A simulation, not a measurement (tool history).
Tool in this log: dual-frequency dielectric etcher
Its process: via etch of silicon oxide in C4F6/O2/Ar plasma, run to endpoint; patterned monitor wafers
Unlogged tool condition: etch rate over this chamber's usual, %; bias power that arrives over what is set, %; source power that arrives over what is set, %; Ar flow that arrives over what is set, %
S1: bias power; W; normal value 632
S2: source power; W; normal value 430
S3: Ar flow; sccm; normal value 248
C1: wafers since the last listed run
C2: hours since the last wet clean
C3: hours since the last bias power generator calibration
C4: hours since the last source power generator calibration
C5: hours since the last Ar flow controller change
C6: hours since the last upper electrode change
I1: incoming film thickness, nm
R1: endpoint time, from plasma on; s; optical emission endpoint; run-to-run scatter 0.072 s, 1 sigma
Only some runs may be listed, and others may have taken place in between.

| run | hour | S1 | S2 | S3 | C1 | C2 | C3 | C4 | C5 | C6 | I1 | R1 |
|---|---|---|---|---|---|---|---|---|---|---|---|---|
| 1 | 0 | 632 | 430 | 248 | 0 | 363 | 1147.6 | 1152 | 2097.8 | 4433.5 | 110.4 | 22 |
| 2 | 37.1 | 632 | 430 | 262 | 356 | 400.1 | 1184.7 | 1189.1 | 2134.9 | 4470.6 | 110.6 | 22.2 |
|  | 94.2 | wet clean of the chamber |
| 3 | 94.7 | 632 | 430 | 262 | 322 | 0.5 | 1242.3 | 1246.7 | 2192.5 | 4528.2 | 111.7 | 22.5 |
| 4 | 120.1 | 632 | 430 | 276 | 243 | 25.9 | 1267.7 | 1272.1 | 2217.9 | 4553.6 | 110.7 | 22.4 |
| 5 | 179.6 | 632 | 430 | 248 | 571 | 85.4 | 1327.2 | 1331.6 | 2277.4 | 4613.1 | 111.1 | 22.2 |
|  | 188.6 | Ar flow controller replaced |
| 6 | 234.8 | 632 | 430 | 248 | 472 | 140.6 | 1382.4 | 1386.8 | 46.2 | 4668.3 | 109.6 | 21.8 |
| 7 | 411.3 | 632 | 430 | 248 | 1695 | 317.1 | 1558.9 | 1563.3 | 222.7 | 4844.8 | 110.1 | 22.1 |
| 8 | 442.9 | 632 | 430 | 248 | 303 | 348.7 | 1590.5 | 1594.9 | 254.3 | 4876.4 | 110.9 | 22 |
|  | 468.2 | wet clean of the chamber |
| 9 | 511.8 | 632 | 430 | 267 | 431 | 43.6 | 1659.4 | 1663.8 | 323.2 | 4945.3 | 110.7 | 22.4 |
| 10 | 685.2 | 632 | 430 | 267 | 1665 | 217 | 1832.8 | 1837.2 | 496.6 | 5118.7 | 111.1 | 22.3 |
|  | 731.1 | upper electrode replaced |
| 11 | 731.6 | 484 | 350 | 229 | 215 | 263.4 | 1879.2 | 1883.6 | 543 | 0.5 | 110.4 | 25.2 |
| 12 | 742.8 | 632 | 430 | 248 | 107 | 274.6 | 1890.4 | 1894.8 | 554.2 | 11.7 | 110.4 | 21.7 |
| 13 | 768.3 | 700 | 490 | 188 | 244 | 300.1 | 1915.9 | 1920.3 | 579.7 | 37.2 | 110.4 | 19.1 |
| 14 | 793 | 728 | 430 | 248 | 237 | 324.8 | 1940.6 | 1945 | 604.4 | 61.9 | 110.5 | 20.9 |
|  | 845.1 | wet clean of the chamber |
| 15 | 845.6 | 632 | 370 | 291 | 274 | 0.5 | 1993.2 | 1997.6 | 657 | 114.5 | 110.5 | 23.7 |
| 16 | 896.3 | 552 | 360 | 194 | 486 | 51.2 | 2043.9 | 2048.3 | 707.7 | 165.2 | 111.7 | 23.5 |
|  | 918.9 | source power generator calibrated |
|  | 939.4 | bias power generator calibrated |
| 17 | 965.4 | 632 | 430 | 248 | 586 | 120.3 | 26 | 46.5 | 776.8 | 234.3 | 111.2 | 22.6 |
| 18 | 1001.5 | 492 | 430 | 248 | 346 | 156.4 | 62.1 | 82.6 | 812.9 | 270.4 | 110.9 | 24.4 |
| 19 | 1041.6 | 632 | 430 | 248 | 385 | 196.5 | 102.2 | 122.7 | 853 | 310.5 | 110.2 | 22.4 |
| 20 | 1096.3 | 677 | 490 | 266 | 525 | 251.2 | 156.9 | 177.4 | 907.7 | 365.2 | 111.3 | 21.2 |
| 21 | 1131.5 | 632 | 430 | 248 | 338 | 286.4 | 192.1 | 212.6 | 942.9 | 400.4 | 110.7 | 22.4 |
| 22 | 1157.9 | 590 | 490 | 273 | 253 | 312.8 | 218.5 | 239 | 969.3 | 426.8 | 110.9 | 22.3 |
|  | 1230.3 | wet clean of the chamber |
| 23 | 1230.8 | 564 | 510 | 191 | 469 | 0.5 | 291.4 | 311.9 | 1042.2 | 499.7 | 111.2 | 20.8 |
| 24 | 1266.4 | 758 | 320 | 285 | 341 | 36.1 | 327 | 347.5 | 1077.8 | 535.3 | 111.2 | 24 |
| 25 | 1303.1 | 632 | 430 | 248 | 352 | 72.8 | 363.7 | 384.2 | 1114.5 | 572 | 109.2 | 22 |
| 26 | 1346.2 | 507 | 530 | 288 | 413 | 115.9 | 406.8 | 427.3 | 1157.6 | 615.1 | 111 | 22.8 |
| 27 | 1386.3 | 574 | 510 | 291 | 385 | 156 | 446.9 | 467.4 | 1197.7 | 655.2 | 110.3 | 22.1 |
| 28 | 1457.8 | 632 | 430 | 229 | 686 | 227.5 | 518.4 | 538.9 | 1269.2 | 726.7 | 110.5 | 22 |
| 29 | 1508.1 | 562 | 370 | 248 | 483 | 277.8 | 568.7 | 589.2 | 1319.5 | 777 | 111 | 24.4 |
| 30 | 1555.6 | 775 | 430 | 307 | 456 | 325.3 | 616.2 | 636.7 | 1367 | 824.5 | 110.6 | 21.7 |

Take each entry between the runs: how does the hidden state at the last listed run before it differ from the hidden state at the first listed run after it?
After run 2, before run 3: wet clean of the chamber (hour 94.2)
  bias power that arrives over what is set, %: 3.86 -> 3.94; source power that arrives over what is set, %: 2.08 -> 2.24
  difference, measured minus the result without the unlogged condition, R1: -0.5 -> -0.5 s
After run 5, before run 6: Ar flow controller replaced (hour 188.6)
  bias power that arrives over what is set, %: 4.05 -> 4.12; source power that arrives over what is set, %: 2.48 -> 2.65
  difference, measured minus the result without the unlogged condition, R1: -0.5 -> -0.5 s
After run 8, before run 9: wet clean of the chamber (hour 468.2)
  bias power that arrives over what is set, %: 4.32 -> 4.38; source power that arrives over what is set, %: 3.35 -> 3.6
  difference, measured minus the result without the unlogged condition, R1: -0.5 -> -0.6 s
After run 10, before run 11: upper electrode replaced (hour 731.1)
  bias power that arrives over what is set, %: 4.5 -> 4.52; source power that arrives over what is set, %: 4.28 -> 4.48
  difference, measured minus the result without the unlogged condition, R1: -0.7 -> -0.8 s
After run 14, before run 15: wet clean of the chamber (hour 845.1)
  bias power that arrives over what is set, %: 4.56 -> 4.59; source power that arrives over what is set, %: 4.74 -> 4.98
  difference, measured minus the result without the unlogged condition, R1: -0.7 -> -0.8 s
After run 16, before run 17: source power generator calibrated (hour 918.9); bias power generator calibrated (hour 939.4)
  bias power that arrives over what is set, %: 4.61 -> 0.0633; source power that arrives over what is set, %: 5.21 -> 0.509
  difference, measured minus the result without the unlogged condition, R1: -0.8 -> -0.1 s
After run 22, before run 23: wet clean of the chamber (hour 1230.3)
  bias power that arrives over what is set, %: 1.2 -> 1.57; source power that arrives over what is set, %: 0.571 -> 0.616
  difference, measured minus the result without the unlogged condition, R1: -0.1 -> -0.1 s
